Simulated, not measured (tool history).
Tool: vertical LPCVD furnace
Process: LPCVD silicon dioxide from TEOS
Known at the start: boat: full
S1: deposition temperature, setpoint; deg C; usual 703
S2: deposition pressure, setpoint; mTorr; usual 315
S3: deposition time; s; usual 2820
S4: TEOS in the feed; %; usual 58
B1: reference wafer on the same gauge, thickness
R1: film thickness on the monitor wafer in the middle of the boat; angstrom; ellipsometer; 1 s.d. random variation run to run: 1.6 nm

Run 1, day 0.000: usual settings; B1 337.39. Result: R1 3891.1 angstrom.
Run 2, day 2.346: usual settings; B1 337.29. Result: R1 3877.7 angstrom.
Run 3, day 3.421: usual settings; B1 337.33. Result: R1 3885.9 angstrom.
Run 4, day 5.650: usual settings but S2 335 mTorr; B1 337.32. Result: R1 4005.6 angstrom.
Run 5, day 7.854: usual settings but S2 335 mTorr; B1 337.06. Result: R1 3982.3 angstrom.
Run 6, day 9.612: usual settings; B1 336.69. Result: R1 3856.5 angstrom.
Run 7, day 11.696: usual settings; B1 336.72. Result: R1 3916.6 angstrom.
At day 13.675: thermocouples replaced and temperature profile calibrated.
Run 8, day 13.696: usual settings; B1 337.16. Result: R1 4096.3 angstrom.
Run 9, day 17.871: usual settings but S4 66 %; B1 336.99. Result: R1 4404.5 angstrom.
At day 20.242: thermocouples replaced and temperature profile calibrated, repeated, since the last time left the tool worse.
Run 10, day 20.262: usual settings but S3 2010 s; B1 336.97. Result: R1 2638.0 angstrom.
Run 11, day 21.454: usual settings but S3 2010 s; B1 337.07. Result: R1 2618.6 angstrom.
Run 12, day 23.050: usual settings but S1 694 deg C, S3 3450 s; B1 337.16. Result: R1 3652.6 angstrom.
At day 23.458: gauge calibrated.
Run 13, day 25.892: usual settings; B1 337.12. Result: R1 3725.8 angstrom.
Run 14, day 28.408: usual settings; B1 336.91. Result: R1 3733.1 angstrom.
At day 31.025: pressure gauge zeroed.
Run 15, day 31.162: usual settings but S3 3600 s; B1 337.48. Result: R1 4762.3 angstrom.
At day 32.546: TEOS flow controller replaced.
Run 16, day 33.721: usual settings; B1 336.91. Result: R1 3737.0 angstrom.
Run 17, day 35.396: usual settings but S1 710 deg C, S4 61 %; B1 337.44. Result: R1 4534.8 angstrom.
Run 18, day 36.525: usual settings but S2 270 mTorr, S4 63 %; B1 337.41. Result: R1 3629.6 angstrom.
Run 19, day 38.417: usual settings but S2 370 mTorr; B1 337.55. Result: R1 4054.9 angstrom.
Run 20, day 39.479: usual settings but S1 706 deg C, S2 350 mTorr, S3 3600 s; B1 337.09. Result: R1 5442.5 angstrom.
Run 21, day 40.971: usual settings; B1 336.52. Result: R1 3766.7 angstrom.
Run 22, day 43.175: usual settings but S2 355 mTorr, S4 54 %; B1 337.14. Result: R1 3880.7 angstrom.

For some of the steps in R1 from one run to the next: how much would appear even if the tool had no hidden state, given the settings, what came in and random variation, and how much remains for the hidden state plus any gauge scatter that the measured result and the result without hidden state don't share?
Hidden conditions of the tool in this case: true tube temperature minus thermocouple reading, K; true pressure minus gauge reading, mTorr; deviation of the TEOS flow from its setpoint, %; gauge reads high (%).
Run 7 -> 8: thermocouples replaced and temperature profile calibrated. R1 +179.7 angstrom: hidden state +197.4, all else -17.7.
Run 9 -> 10: S3 2820 -> 2010, S4 66 -> 58, thermocouples replaced and temperature profile calibrated, repeated, since the last time left the tool worse. R1 -1766.5 angstrom: hidden state -477.3, all else -1289.2.
Run 20 -> 21: S1 706 -> 703, S2 350 -> 315, S3 3600 -> 2820. R1 -1675.8 angstrom: hidden state -37.7, all else -1638.1.

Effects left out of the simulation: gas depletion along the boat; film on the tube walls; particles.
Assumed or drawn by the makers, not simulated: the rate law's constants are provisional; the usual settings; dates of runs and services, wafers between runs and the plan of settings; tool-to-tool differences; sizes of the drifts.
